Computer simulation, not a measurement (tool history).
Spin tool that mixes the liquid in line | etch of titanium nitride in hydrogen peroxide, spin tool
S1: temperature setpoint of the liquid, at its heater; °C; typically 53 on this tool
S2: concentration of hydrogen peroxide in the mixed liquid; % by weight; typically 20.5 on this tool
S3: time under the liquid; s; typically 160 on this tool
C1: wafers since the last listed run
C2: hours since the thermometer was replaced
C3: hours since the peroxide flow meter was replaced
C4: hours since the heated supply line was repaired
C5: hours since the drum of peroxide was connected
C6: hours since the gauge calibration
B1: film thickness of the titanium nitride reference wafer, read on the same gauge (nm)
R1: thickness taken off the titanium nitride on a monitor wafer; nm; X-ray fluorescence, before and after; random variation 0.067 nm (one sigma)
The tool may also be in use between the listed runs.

run,hour,S1,S2,S3,C1,C2,C3,C4,C5,C6,B1,R1
1,0,58,23,160,0,2241.4,1894.1,1361,1058.6,261.3,70.04,20.73
2,12.2,53,20.5,105,82,2253.6,1906.3,1373.2,1070.8,273.5,69.96,9.53
3,24.4,53,20.5,105,82,2265.8,1918.5,1385.4,1083,285.7,69.93,9.5
4,38.2,53,20.5,160,93,2279.6,1932.3,1399.2,1096.8,299.5,70.01,14.5
5,55.8,53,20.5,160,119,2297.2,1949.9,1416.8,1114.4,317.1,69.98,14.38
6,73.8,53,20.5,160,122,2315.2,1967.9,1434.8,1132.4,335.1,69.99,14.43
7,88,53,20.5,160,96,2329.4,1982.1,1449,1146.6,349.3,69.96,14.58
8,95.5,53,20.5,160,50,2336.9,1989.6,1456.5,1154.1,356.8,69.98,14.39
9,104.3,53,20.5,160,59,2345.7,1998.4,1465.3,1162.9,365.6,70,14.47
# hour 107.9: peroxide flow meter replaced
10,113.8,53,20.5,160,57,2355.2,5.9,1474.8,1172.4,375.1,69.96,14.49
11,129.4,53,20.5,115,106,2370.8,21.5,1490.4,1188,390.7,69.99,10.35
12,141.2,58.5,20.5,105,80,2382.6,33.3,1502.2,1199.8,402.5,69.98,13.94
13,157.5,53,17,160,110,2398.9,49.6,1518.5,1216.1,418.8,69.95,13.89
# hour 171.4: new drum of peroxide connected
14,172.8,56,22,115,97,2414.2,64.9,1533.8,1.4,434.1,70.04,12.93
15,179.1,53,20.5,125,42,2420.5,71.2,1540.1,7.7,440.4,70.05,11.23
# hour 183.1: heated supply line repaired
# hour 186.5: thermometer replaced
16,214.7,60,18.5,135,228,28.2,106.8,31.6,43.3,476,69.94,18.02
# hour 217.9: gauge calibrated
17,266.1,57.5,15.5,160,349,79.6,158.2,83,94.7,48.2,70.02,17.28
18,279,53,20.5,110,87,92.5,171.1,95.9,107.6,61.1,70.03,9.23
19,294.2,49.5,18.5,100,103,107.7,186.3,111.1,122.8,76.3,69.93,6.4
20,308.4,53,20.5,160,96,121.9,200.5,125.3,137,90.5,70.03,13.46
21,324.7,53,20.5,160,110,138.2,216.8,141.6,153.3,106.8,70,13.38
22,332.5,53,24,80,53,146,224.6,149.4,161.1,114.6,70,6.95
23,349.9,44,20.5,160,118,163.4,242,166.8,178.5,132,69.97,6.9
24,365.4,56.5,24,90,105,178.9,257.5,182.3,194,147.5,70.02,9.94

What if the next run were any one of these 5? Each begins from the tool's condition after run 24:
A,365.9,53,20.5,160,3,179.4,258,182.8,194.5,148,?,?
B,365.9,59,22,160,3,179.4,258,182.8,194.5,148,?,?
C,365.9,47.5,20.5,160,3,179.4,258,182.8,194.5,148,?,?
D,365.9,53,20.5,230,3,179.4,258,182.8,194.5,148,?,?
E,365.9,63,20.5,160,3,179.4,258,182.8,194.5,148,?,?

run,B1,R1
A,70.01,13.43
B,70.01,20.72
C,70.01,9.03
D,70.01,19.31
E,70.01,26.75
The same runs, with their run-to-run variation unchanged, on a tool lacking any hidden condition would have given:
run,R1
A,13.66
B,21.06
C,9.19
D,19.64
E,27.18
